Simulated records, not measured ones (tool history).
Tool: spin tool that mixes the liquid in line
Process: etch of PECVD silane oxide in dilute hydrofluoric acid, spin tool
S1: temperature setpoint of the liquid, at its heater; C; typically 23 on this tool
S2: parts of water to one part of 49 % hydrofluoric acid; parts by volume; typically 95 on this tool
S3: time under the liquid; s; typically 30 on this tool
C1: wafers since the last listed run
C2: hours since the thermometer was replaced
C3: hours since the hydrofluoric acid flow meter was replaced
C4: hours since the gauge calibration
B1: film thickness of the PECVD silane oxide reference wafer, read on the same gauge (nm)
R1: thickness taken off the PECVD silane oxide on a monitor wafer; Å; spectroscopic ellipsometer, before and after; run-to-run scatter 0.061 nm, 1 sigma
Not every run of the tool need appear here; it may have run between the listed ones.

| run | hour | S1 | S2 | S3 | C1 | C2 | C3 | C4 | B1 | R1 |
|---|---|---|---|---|---|---|---|---|---|---|
| 1 | 0 | 23 | 95 | 30 | 0 | 1765.7 | 1529.2 | 1234.1 | 95.78 | 69.8 |
| 2 | 45.6 | 23 | 95 | 30 | 744 | 1811.3 | 1574.8 | 1279.7 | 95.84 | 69.3 |
| 3 | 93.2 | 23 | 95 | 30 | 777 | 1858.9 | 1622.4 | 1327.3 | 95.94 | 69.5 |
| 4 | 155.8 | 23 | 95 | 45 | 1021 | 1921.5 | 1685 | 1389.9 | 96.06 | 102.6 |
| 5 | 197.7 | 23 | 95 | 30 | 683 | 1963.4 | 1726.9 | 1431.8 | 96.02 | 68.5 |
| 6 | 265.9 | 23 | 95 | 30 | 1113 | 2031.6 | 1795.1 | 1500 | 96.08 | 68.3 |
|  | 496.1 | hydrofluoric acid flow meter replaced |
|  | 503.2 | gauge calibrated |
| 7 | 533.4 | 23 | 95 | 30 | 4350 | 2299.1 | 37.3 | 30.2 | 89.59 | 64.7 |
| 8 | 576 | 23 | 105 | 15 | 695 | 2341.7 | 79.9 | 72.8 | 90.05 | 29.2 |
|  | 647.1 | thermometer replaced |
| 9 | 649.2 | 23 | 95 | 30 | 1178 | 2.1 | 153.1 | 146 | 90.74 | 66.1 |
| 10 | 706 | 23 | 95 | 30 | 927 | 58.9 | 209.9 | 202.8 | 91.2 | 65 |
| 11 | 742.1 | 23 | 95 | 30 | 589 | 95 | 246 | 238.9 | 91.47 | 65.7 |
| 12 | 785.1 | 23 | 95 | 30 | 701 | 138 | 289 | 281.9 | 91.79 | 65.3 |
| 13 | 828.4 | 25.5 | 95 | 30 | 706 | 181.3 | 332.3 | 325.2 | 92.09 | 73.4 |
| 14 | 897.6 | 23 | 60 | 45 | 1129 | 250.5 | 401.5 | 394.4 | 92.49 | 165 |
| 15 | 938.2 | 27.5 | 80 | 15 | 662 | 291.1 | 442.1 | 435 | 92.75 | 48.6 |
| 16 | 1016.7 | 23 | 135 | 45 | 1281 | 369.6 | 520.6 | 513.5 | 93.11 | 67.3 |
| 17 | 1089.3 | 27 | 70 | 15 | 1185 | 442.2 | 593.2 | 586.1 | 93.41 | 56 |
| 18 | 1193.5 | 23 | 95 | 30 | 1700 | 546.4 | 697.4 | 690.3 | 93.75 | 66.4 |
| 19 | 1231.5 | 26.5 | 95 | 20 | 620 | 584.4 | 735.4 | 728.3 | 93.89 | 51.8 |
| 20 | 1302.4 | 23 | 95 | 35 | 1157 | 655.3 | 806.3 | 799.2 | 94.15 | 80.4 |
| 21 | 1342.6 | 23 | 95 | 30 | 656 | 695.5 | 846.5 | 839.4 | 94.22 | 67.1 |
| 22 | 1413.4 | 23 | 95 | 30 | 1155 | 766.3 | 917.3 | 910.2 | 94.38 | 67.8 |
| 23 | 1460.9 | 21.5 | 140 | 20 | 775 | 813.8 | 964.8 | 957.7 | 94.54 | 27 |
| 24 | 1503.5 | 25.5 | 50 | 50 | 695 | 856.4 | 1007.4 | 1000.3 | 94.59 | 256.9 |

Below are 3 alternative next runs, each starting from the tool's condition after run 24. Predict each:
| A | 1503.9 | 23 | 95 | 30 | 6 | 856.8 | 1007.8 | 1000.7 | ? | ? |
| B | 1503.9 | 24.5 | 70 | 20 | 6 | 856.8 | 1007.8 | 1000.7 | ? | ? |
| C | 1503.9 | 26 | 95 | 30 | 6 | 856.8 | 1007.8 | 1000.7 | ? | ? |

| run | B1 | R1 |
|---|---|---|
| A | 94.56 | 68.5 |
| B | 94.56 | 67.9 |
| C | 94.56 | 77.2 |
What these runs would have given with no unlogged condition in the tool:
| run | R1 |
|---|---|
| A | 65.2 |
| B | 64.6 |
| C | 73.4 |

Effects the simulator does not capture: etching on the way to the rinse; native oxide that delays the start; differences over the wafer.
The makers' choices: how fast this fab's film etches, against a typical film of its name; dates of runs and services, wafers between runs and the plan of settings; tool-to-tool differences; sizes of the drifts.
